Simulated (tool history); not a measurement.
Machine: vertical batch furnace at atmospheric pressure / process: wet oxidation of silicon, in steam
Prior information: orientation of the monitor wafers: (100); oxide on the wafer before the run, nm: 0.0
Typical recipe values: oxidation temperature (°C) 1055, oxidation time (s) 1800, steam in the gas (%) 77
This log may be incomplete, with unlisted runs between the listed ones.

| run | day | oxidation temperature (°C) | oxidation time (s) | steam in the gas (%) | read-back reference wafer on the same gauge, thickness | oxide thickness on the monitor wafer (nm) |
|---|---|---|---|---|---|---|
| 1 | 0.000 | 1055 | 1800 | 77 | 284.99 | 312.93 |
| 2 | 3.954 | 1069 | 1800 | 77 | 285.18 | 340.05 |
| 3 | 7.046 | 1069 | 1800 | 77 | 285.37 | 340.84 |
| 4 | 10.550 | 1055 | 1800 | 77 | 284.47 | 310.53 |
| 5 | 12.758 | 1055 | 1800 | 77 | 284.84 | 313.76 |
| 6 | 15.275 | 1055 | 1800 | 77 | 284.73 | 313.56 |
| 7 | 19.004 | 1055 | 1800 | 77 | 284.93 | 312.43 |
| 8 | 21.058 | 1055 | 1800 | 77 | 284.80 | 313.45 |
| 9 | 23.021 | 1055 | 1800 | 77 | 284.86 | 314.58 |
| 10 | 26.329 | 1055 | 1800 | 77 | 284.73 | 313.59 |
| 11 | 29.321 | 1055 | 1800 | 77 | 285.07 | 313.87 |
|  | 31.550 | thermocouples replaced and temperature profile calibrated |
| 12 | 33.208 | 1055 | 1800 | 77 | 285.09 | 305.10 |
| 13 | 35.275 | 1055 | 1800 | 82 | 284.87 | 318.24 |
| 14 | 36.808 | 1055 | 1800 | 82 | 284.89 | 316.14 |
| 15 | 41.117 | 1062 | 1800 | 87 | 285.55 | 343.63 |
|  | 42.358 | steam generator serviced |
| 16 | 45.154 | 1036 | 1800 | 70 | 285.43 | 268.14 |
| 17 | 49.312 | 1055 | 1800 | 77 | 284.72 | 324.45 |
| 18 | 50.992 | 1066 | 1800 | 81 | 285.01 | 359.76 |
|  | 51.421 | gauge calibrated |
| 19 | 55.300 | 1055 | 2100 | 86 | 284.73 | 383.91 |
| 20 | 57.271 | 1080 | 1500 | 82 | 284.68 | 347.44 |
| 21 | 58.792 | 1080 | 1500 | 82 | 285.14 | 348.63 |
| 22 | 61.846 | 1055 | 1800 | 77 | 284.88 | 322.36 |
| 23 | 65.421 | 1074 | 1800 | 67 | 285.35 | 331.09 |
| 24 | 67.071 | 1071 | 1800 | 77 | 284.64 | 357.45 |
| 25 | 68.592 | 1078 | 1110 | 69 | 284.90 | 253.94 |
| 26 | 75.462 | 1055 | 1800 | 77 | 285.19 | 323.88 |
| 27 | 78.188 | 1055 | 1800 | 77 | 285.29 | 322.77 |
| 28 | 80.542 | 1064 | 2490 | 72 | 285.05 | 402.68 |

Run 29 comes next. What will it give?
| 29 | 82.183 | 1070 | 1800 | 85 | ? | ? |

{"run 29": {"read-back reference wafer on the same gauge, thickness": 285.24, "oxide thickness on the monitor wafer (nm)": 374.4}}
The same run, on a tool lacking any hidden state, would have yielded oxide thickness on the monitor wafer (nm) 378.25.
